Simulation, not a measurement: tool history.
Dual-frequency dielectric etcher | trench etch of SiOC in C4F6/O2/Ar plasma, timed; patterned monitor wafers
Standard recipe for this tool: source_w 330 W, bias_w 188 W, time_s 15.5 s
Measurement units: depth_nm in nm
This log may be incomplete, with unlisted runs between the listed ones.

| run | hour | source_w | bias_w | time_s | read-back reference wafer on the same gauge, depth_nm | depth_nm |
|---|---|---|---|---|---|---|
| 1 | 0 | 330 | 188 | 15.5 | 27.28 | 33.55 |
| 2 | 14.3 | 330 | 188 | 15.5 | 27.3 | 33.51 |
| 3 | 34.4 | 330 | 188 | 15.5 | 27.3 | 33.57 |
| 4 | 55 | 330 | 188 | 15.5 | 27.28 | 33.46 |
| 5 | 72.5 | 330 | 215 | 15.5 | 27.3 | 34.62 |
| 6 | 91.6 | 330 | 215 | 15.5 | 27.27 | 34.66 |
| 7 | 125.6 | 380 | 154 | 15.5 | 27.29 | 33.2 |
| 8 | 149.4 | 380 | 154 | 15.5 | 27.29 | 33.22 |
| 9 | 170.8 | 390 | 215 | 15.5 | 27.29 | 36.36 |
| 10 | 189 | 330 | 188 | 15.5 | 27.3 | 33.47 |
| 11 | 203.4 | 330 | 162 | 17 | 27.3 | 35.32 |
| 12 | 226.1 | 330 | 145 | 15.5 | 27.29 | 31.33 |
| 13 | 245.8 | 330 | 188 | 15.5 | 27.28 | 33.33 |
| 14 | 270.2 | 290 | 159 | 19.5 | 27.32 | 38.75 |
| 15 | 365.5 | 380 | 188 | 15.5 | 27.3 | 34.64 |
| 16 | 398.7 | 280 | 158 | 11.5 | 27.32 | 22.59 |
|  | 416 | bias power generator calibrated |
|  | 427 | source power generator calibrated |
|  | 437.1 | upper electrode replaced |
|  | 450.8 | wet clean of the chamber |
| 17 | 451.3 | 290 | 159 | 19.5 | 27.3 | 38.95 |
|  | 456.2 | gauge calibrated |
| 18 | 465 | 400 | 202 | 18 | 27.3 | 41.73 |
| 19 | 478.7 | 350 | 151 | 17 | 27.29 | 35.25 |
| 20 | 513.3 | 330 | 188 | 15.5 | 27.31 | 33.43 |
| 21 | 527.1 | 330 | 188 | 15.5 | 27.29 | 33.38 |
| 22 | 548.4 | 330 | 176 | 12 | 27.29 | 25.37 |
| 23 | 583.2 | 380 | 148 | 12 | 27.3 | 25.45 |
| 24 | 618.9 | 330 | 188 | 16.5 | 27.29 | 35.55 |
| 25 | 648.9 | 350 | 158 | 17.5 | 27.31 | 36.68 |
| 26 | 664.1 | 330 | 188 | 15.5 | 27.32 | 33.34 |
| 27 | 689.7 | 280 | 160 | 19.5 | 27.32 | 38.51 |
| 28 | 704.8 | 330 | 176 | 15.5 | 27.33 | 32.7 |
| 29 | 738.7 | 300 | 208 | 13.5 | 27.28 | 29.01 |
| 30 | 764.8 | 370 | 210 | 11 | 27.32 | 25.09 |
| 31 | 794.1 | 390 | 221 | 17.5 | 27.31 | 41.11 |

A few steps of depth_nm between consecutive runs. Split each: what settings, incoming material and random variation would produce without the hidden state, and what is left over for the hidden state, along with gauge scatter present in only one of the two compared results (measured, and without hidden state):
Hidden state present: etch rate over this chamber's usual, %; source power that arrives over what is set, %; bias power that arrives over what is set, %; gauge reads high (%).
Run 15 -> 16: source_w 380 -> 280, bias_w 188 -> 158, time_s 15.5 -> 11.5. depth_nm -12.05 nm: hidden state +0.08, all else -12.13.
Run 16 -> 17: source_w 280 -> 290, bias_w 158 -> 159, time_s 11.5 -> 19.5, bias power generator calibrated, source power generator calibrated, upper electrode replaced, wet clean of the chamber. depth_nm +16.36 nm: hidden state +0.12, all else +16.24.
Run 30 -> 31: source_w 370 -> 390, bias_w 210 -> 221, time_s 11 -> 17.5. depth_nm +16.02 nm: hidden state -0.14, all else +16.16.
